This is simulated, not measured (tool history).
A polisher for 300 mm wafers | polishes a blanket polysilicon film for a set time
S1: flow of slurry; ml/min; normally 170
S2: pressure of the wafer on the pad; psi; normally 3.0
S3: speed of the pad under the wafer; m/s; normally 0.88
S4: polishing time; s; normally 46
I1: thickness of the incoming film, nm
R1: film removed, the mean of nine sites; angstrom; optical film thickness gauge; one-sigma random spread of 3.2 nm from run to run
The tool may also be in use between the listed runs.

| run | day | S1 | S2 | S3 | S4 | I1 | R1 |
|---|---|---|---|---|---|---|---|
| 1 | 0.000 | 170 | 3.0 | 0.88 | 54 | 998.8 | 4456 |
| 2 | 1.488 | 170 | 3.0 | 0.88 | 54 | 1011.3 | 4515 |
|  | 1.808 | worn pad replaced by a new one |
|  | 1.862 | slurry nozzle cleaned |
| 3 | 4.983 | 170 | 3.0 | 0.88 | 54 | 1014.4 | 4563 |
| 4 | 6.262 | 170 | 3.0 | 0.88 | 46 | 1016.3 | 3881 |
|  | 6.554 | worn pad replaced by a new one |
| 5 | 7.538 | 170 | 3.0 | 0.88 | 46 | 1001.6 | 3986 |
| 6 | 8.562 | 170 | 3.0 | 0.88 | 46 | 1011.4 | 4025 |
| 7 | 9.933 | 185 | 3.0 | 0.74 | 46 | 1017.4 | 3690 |
|  | 10.275 | worn pad replaced by a new one |
| 8 | 10.892 | 185 | 3.0 | 0.74 | 46 | 1020.8 | 3696 |
|  | 11.638 | head pressure recalibrated |
| 9 | 11.900 | 185 | 3.0 | 0.74 | 46 | 1004.3 | 3449 |
|  | 12.679 | slurry nozzle cleaned |
| 10 | 13.079 | 170 | 3.0 | 0.88 | 46 | 997.3 | 3832 |
| 11 | 13.692 | 200 | 3.0 | 0.88 | 46 | 991.5 | 3883 |
| 12 | 14.262 | 170 | 3.0 | 0.88 | 46 | 995.9 | 3861 |
|  | 15.021 | worn pad replaced by a new one |
| 13 | 15.367 | 170 | 3.9 | 0.88 | 39 | 1004.8 | 4207 |
| 14 | 16.350 | 120 | 3.0 | 0.74 | 58 | 1011.5 | 4043 |

What does the tool deliver on the next run?
| 15 | 16.958 | 115 | 2.6 | 1.12 | 52 | 1005.7 | ? |

R1: 4008 angstrom
With no hidden state in the tool, this same run would have given R1 3830 angstrom.
